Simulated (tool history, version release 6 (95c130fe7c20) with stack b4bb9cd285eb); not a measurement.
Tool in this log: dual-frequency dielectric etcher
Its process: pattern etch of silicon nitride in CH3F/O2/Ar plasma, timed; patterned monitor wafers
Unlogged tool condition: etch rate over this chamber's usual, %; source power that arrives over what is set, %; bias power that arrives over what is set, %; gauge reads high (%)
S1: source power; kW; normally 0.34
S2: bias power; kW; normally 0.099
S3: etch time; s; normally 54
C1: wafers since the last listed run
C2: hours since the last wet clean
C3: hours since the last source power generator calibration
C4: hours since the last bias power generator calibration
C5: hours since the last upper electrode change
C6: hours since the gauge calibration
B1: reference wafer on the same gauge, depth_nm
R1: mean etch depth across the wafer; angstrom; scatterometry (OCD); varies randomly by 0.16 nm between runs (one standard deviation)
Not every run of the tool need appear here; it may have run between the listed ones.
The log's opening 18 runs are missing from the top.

| run | hour | S1 | S2 | S3 | C1 | C2 | C3 | C4 | C5 | C6 | B1 | R1 |
|---|---|---|---|---|---|---|---|---|---|---|---|---|
| 19 | 469.3 | 0.34 | 0.099 | 54 | 119 | 381.6 | 240.8 | 189 | 254.1 | 76.2 | 42.42 | 368.9 |
| 20 | 491.7 | 0.29 | 0.091 | 47.5 | 200 | 404 | 263.2 | 211.4 | 276.5 | 98.6 | 42.37 | 294.9 |
| 21 | 507.9 | 0.34 | 0.099 | 54 | 144 | 420.2 | 279.4 | 227.6 | 292.7 | 114.8 | 42.4 | 371.3 |
| 22 | 529.5 | 0.41 | 0.079 | 54 | 193 | 441.8 | 301 | 249.2 | 314.3 | 136.4 | 42.41 | 341.4 |
|  | 559.7 | wet clean of the chamber |
| 23 | 560.2 | 0.34 | 0.099 | 54 | 59 | 0.5 | 331.7 | 279.9 | 345 | 167.1 | 42.4 | 365.3 |
| 24 | 568.4 | 0.37 | 0.08 | 54 | 73 | 8.7 | 339.9 | 288.1 | 353.2 | 175.3 | 42.44 | 330.4 |
| 25 | 589.7 | 0.34 | 0.099 | 54 | 190 | 30 | 361.2 | 309.4 | 374.5 | 196.6 | 42.38 | 364.3 |
| 26 | 606.7 | 0.34 | 0.088 | 62.5 | 152 | 47 | 378.2 | 326.4 | 391.5 | 213.6 | 42.35 | 393.7 |
| 27 | 631.4 | 0.27 | 0.075 | 54 | 221 | 71.7 | 402.9 | 351.1 | 416.2 | 238.3 | 42.4 | 285.7 |
| 28 | 652.5 | 0.27 | 0.119 | 62 | 188 | 92.8 | 424 | 372.2 | 437.3 | 259.4 | 42.39 | 436.6 |
| 29 | 674.7 | 0.32 | 0.084 | 47.5 | 198 | 115 | 446.2 | 394.4 | 459.5 | 281.6 | 42.43 | 285.7 |
| 30 | 688.1 | 0.31 | 0.099 | 54 | 119 | 128.4 | 459.6 | 407.8 | 472.9 | 295 | 42.37 | 357.9 |
| 31 | 709.8 | 0.34 | 0.099 | 54 | 194 | 150.1 | 481.3 | 429.5 | 494.6 | 316.7 | 42.44 | 367.5 |

Consider 3 possible next runs. They are alternatives, not a sequence: every one starts from the tool as it was left by run 31. What does each give?
| A | 710.2 | 0.34 | 0.099 | 40.5 | 3 | 150.5 | 481.7 | 429.9 | 495 | 317.1 | ? | ? |
| B | 710.2 | 0.39 | 0.099 | 54 | 3 | 150.5 | 481.7 | 429.9 | 495 | 317.1 | ? | ? |
| C | 710.2 | 0.34 | 0.111 | 46.5 | 3 | 150.5 | 481.7 | 429.9 | 495 | 317.1 | ? | ? |

| run | B1 | R1 |
|---|---|---|
| A | 42.36 | 277.4 |
| B | 42.36 | 386.6 |
| C | 42.36 | 340.4 |
Take away the tool's hidden state, keep each run's random variation, and the runs would have read:
| run | R1 |
|---|---|
| A | 274.8 |
| B | 382.9 |
| C | 337.2 |
